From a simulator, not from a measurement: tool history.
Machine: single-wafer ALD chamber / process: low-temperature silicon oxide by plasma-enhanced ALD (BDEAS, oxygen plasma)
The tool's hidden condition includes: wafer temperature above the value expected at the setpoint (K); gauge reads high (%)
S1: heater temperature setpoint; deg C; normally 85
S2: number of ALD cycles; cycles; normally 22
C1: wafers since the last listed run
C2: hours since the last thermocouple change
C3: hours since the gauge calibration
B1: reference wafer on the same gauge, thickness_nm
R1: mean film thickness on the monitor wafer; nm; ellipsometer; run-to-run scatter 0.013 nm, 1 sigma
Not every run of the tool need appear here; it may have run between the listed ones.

Run 1, day 0: usual settings; C1 0; C2 1033.4; C3 2312.4; B1 2.921. Result: R1 3.516 nm.
Run 2, day 2.562: usual settings; C1 836; C2 1094.9; C3 2373.9; B1 2.919. Result: R1 3.516 nm.
Run 3, day 5.679: usual settings but S1 95 deg C; C1 1017; C2 1169.7; C3 2448.7; B1 2.921. Result: R1 3.417 nm.
Run 4, day 9.233: usual settings but S1 95 deg C; C1 1159; C2 1255; C3 2534; B1 2.921. Result: R1 3.434 nm.
Run 5, day 11.996: usual settings but S1 95 deg C; C1 901; C2 1321.3; C3 2600.3; B1 2.92. Result: R1 3.401 nm.
Run 6, day 13.958: usual settings; C1 640; C2 1368.4; C3 2647.4; B1 2.919. Result: R1 3.496 nm.
Run 7, day 16.117: usual settings; C1 704; C2 1420.2; C3 2699.2; B1 2.92. Result: R1 3.52 nm.
Run 8, day 18.017: usual settings; C1 620; C2 1465.8; C3 2744.8; B1 2.921. Result: R1 3.498 nm.
Run 9, day 22.088: usual settings; C1 1328; C2 1563.5; C3 2842.5; B1 2.918. Result: R1 3.535 nm.
Run 10, day 27.171: usual settings; C1 1659; C2 1685.5; C3 2964.5; B1 2.921. Result: R1 3.524 nm.
Run 11, day 31.5: usual settings; C1 1412; C2 1789.4; C3 3068.4; B1 2.919. Result: R1 3.525 nm.
Run 12, day 33.396: usual settings; C1 618; C2 1834.9; C3 3113.9; B1 2.92. Result: R1 3.524 nm.
Run 13, day 36.704: usual settings; C1 1079; C2 1914.3; C3 3193.3; B1 2.921. Result: R1 3.515 nm.
Run 14, day 42.783: usual settings; C1 1984; C2 2060.2; C3 3339.2; B1 2.921. Result: R1 3.541 nm.
Run 15, day 47.154: usual settings but S1 82 deg C; C1 1426; C2 2165.1; C3 3444.1; B1 2.918. Result: R1 3.55 nm.
Run 16, day 50.367: usual settings; C1 1048; C2 2242.2; C3 3521.2; B1 2.922. Result: R1 3.553 nm.
Run 17, day 53.271: usual settings; C1 947; C2 2311.9; C3 3590.9; B1 2.917. Result: R1 3.541 nm.
Run 18, day 57.192: usual settings; C1 1279; C2 2406; C3 3685; B1 2.921. Result: R1 3.54 nm.
At day 58.3: thermocouple changed; heater temperature recalibrated.
Run 19, day 60.729: usual settings; C1 1045; C2 58.3; C3 3769.9; B1 2.921. Result: R1 3.487 nm.
Run 20, day 66.871: usual settings but S1 88 deg C; C1 2004; C2 205.7; C3 3917.3; B1 2.918. Result: R1 3.458 nm.
Run 21, day 69.558: usual settings but S1 88 deg C; C1 877; C2 270.2; C3 3981.8; B1 2.919. Result: R1 3.461 nm.
Run 22, day 71.542: usual settings but S1 88 deg C; C1 647; C2 317.8; C3 4029.4; B1 2.92. Result: R1 3.479 nm.
Run 23, day 73.317: usual settings; C1 579; C2 360.4; C3 4072; B1 2.919. Result: R1 3.51 nm.
Run 24, day 86.633: usual settings but S1 91 deg C, S2 19 cycles; C1 4346; C2 680; C3 4391.6; B1 2.919. Result: R1 2.97 nm.
Run 25, day 90.096: usual settings but S2 26 cycles; C1 1130; C2 763.1; C3 4474.7; B1 2.918. Result: R1 4.138 nm.
At day 93.396: gauge calibrated.
Run 26, day 95.779: usual settings but S1 91 deg C, S2 21 cycles; C1 1854; C2 899.5; C3 57.2; B1 2.92. Result: R1 3.268 nm.
Run 27, day 98.479: usual settings but S1 88 deg C; C1 881; C2 964.3; C3 122; B1 2.915. Result: R1 3.456 nm.
Run 28, day 101.642: usual settings but S1 78 deg C; C1 1032; C2 1040.2; C3 197.9; B1 2.921. Result: R1 3.586 nm.
Run 29, day 111.471: usual settings but S1 79 deg C; C1 3207; C2 1276.1; C3 433.8; B1 2.92. Result: R1 3.566 nm.
Run 30, day 115.158: usual settings but S1 78 deg C, S2 26 cycles; C1 1203; C2 1364.6; C3 522.3; B1 2.92. Result: R1 4.231 nm.
Run 31, day 117.021: usual settings but S1 97 deg C, S2 19 cycles; C1 607; C2 1409.3; C3 567; B1 2.922. Result: R1 2.908 nm.
Run 32, day 119.142: usual settings but S1 74 deg C, S2 19 cycles; C1 692; C2 1460.2; C3 617.9; B1 2.924. Result: R1 3.128 nm.
Run 33, day 121.138: usual settings but S1 74 deg C, S2 18 cycles; C1 651; C2 1508.1; C3 665.8; B1 2.921. Result: R1 2.941 nm.
Run 34, day 124.967: usual settings but S1 71 deg C, S2 23 cycles; C1 1249; C2 1600; C3 757.7; B1 2.922. Result: R1 3.848 nm.
Run 35, day 126.779: usual settings but S2 19 cycles; C1 591; C2 1643.5; C3 801.2; B1 2.917. Result: R1 3.027 nm.
Run 36, day 130.204: usual settings but S1 95 deg C, S2 23 cycles; C1 1117; C2 1725.7; C3 883.4; B1 2.921. Result: R1 3.565 nm.
Run 37, day 133.225: usual settings but S2 25 cycles; C1 985; C2 1798.2; C3 955.9; B1 2.919. Result: R1 3.996 nm.
Run 38, day 136.762: usual settings but S1 71 deg C; C1 1154; C2 1883.1; C3 1040.8; B1 2.92. Result: R1 3.668 nm.
Run 39, day 139.171: usual settings but S1 100 deg C, S2 23 cycles; C1 786; C2 1940.9; C3 1098.6; B1 2.919. Result: R1 3.498 nm.
Run 40, day 142.229: usual settings; C1 998; C2 2014.3; C3 1172; B1 2.922. Result: R1 3.523 nm.
Run 41, day 145.012: usual settings but S1 78 deg C, S2 25 cycles; C1 908; C2 2081.1; C3 1238.8; B1 2.918. Result: R1 4.084 nm.
Run 42, day 147.738: usual settings; C1 889; C2 2146.5; C3 1304.2; B1 2.921. Result: R1 3.541 nm.
Run 43, day 151.05: usual settings but S1 97 deg C, S2 26 cycles; C1 1081; C2 2226; C3 1383.7; B1 2.923. Result: R1 4.044 nm.
Run 44, day 153.588: usual settings but S1 94 deg C, S2 19 cycles; C1 828; C2 2286.9; C3 1444.6; B1 2.923. Result: R1 2.96 nm.
Run 45, day 156.375: usual settings but S1 73 deg C, S2 20 cycles; C1 909; C2 2353.8; C3 1511.5; B1 2.92. Result: R1 3.341 nm.
Run 46, day 158.671: usual settings but S1 97 deg C, S2 19 cycles; C1 749; C2 2408.9; C3 1566.6; B1 2.92. Result: R1 2.963 nm.
Run 47, day 161.438: usual settings but S1 81 deg C, S2 21 cycles; C1 902; C2 2475.3; C3 1633; B1 2.924. Result: R1 3.425 nm.

What if the next run were any one of these 4? Each begins from the tool's condition after run 47:
Run A, day 161.454: usual settings but S1 94 deg C; C1 5; C2 2475.7; C3 1633.4; B1 ?. Result: R1 ?.
Run B, day 161.454: usual settings but S1 92 deg C, S2 25 cycles; C1 5; C2 2475.7; C3 1633.4; B1 ?. Result: R1 ?.
Run C, day 161.454: usual settings but S2 20 cycles; C1 5; C2 2475.7; C3 1633.4; B1 ?. Result: R1 ?.
Run D, day 161.454: usual settings but S1 73 deg C, S2 24 cycles; C1 5; C2 2475.7; C3 1633.4; B1 ?. Result: R1 ?.

run     B1     R1
  A  2.919  3.449
  B  2.919  3.943
  C  2.919  3.221
  D  2.919  4.003
What these runs would have given with no unlogged condition in the tool:
run     R1
  A  3.394
  B   3.88
  C  3.171
  D  3.943

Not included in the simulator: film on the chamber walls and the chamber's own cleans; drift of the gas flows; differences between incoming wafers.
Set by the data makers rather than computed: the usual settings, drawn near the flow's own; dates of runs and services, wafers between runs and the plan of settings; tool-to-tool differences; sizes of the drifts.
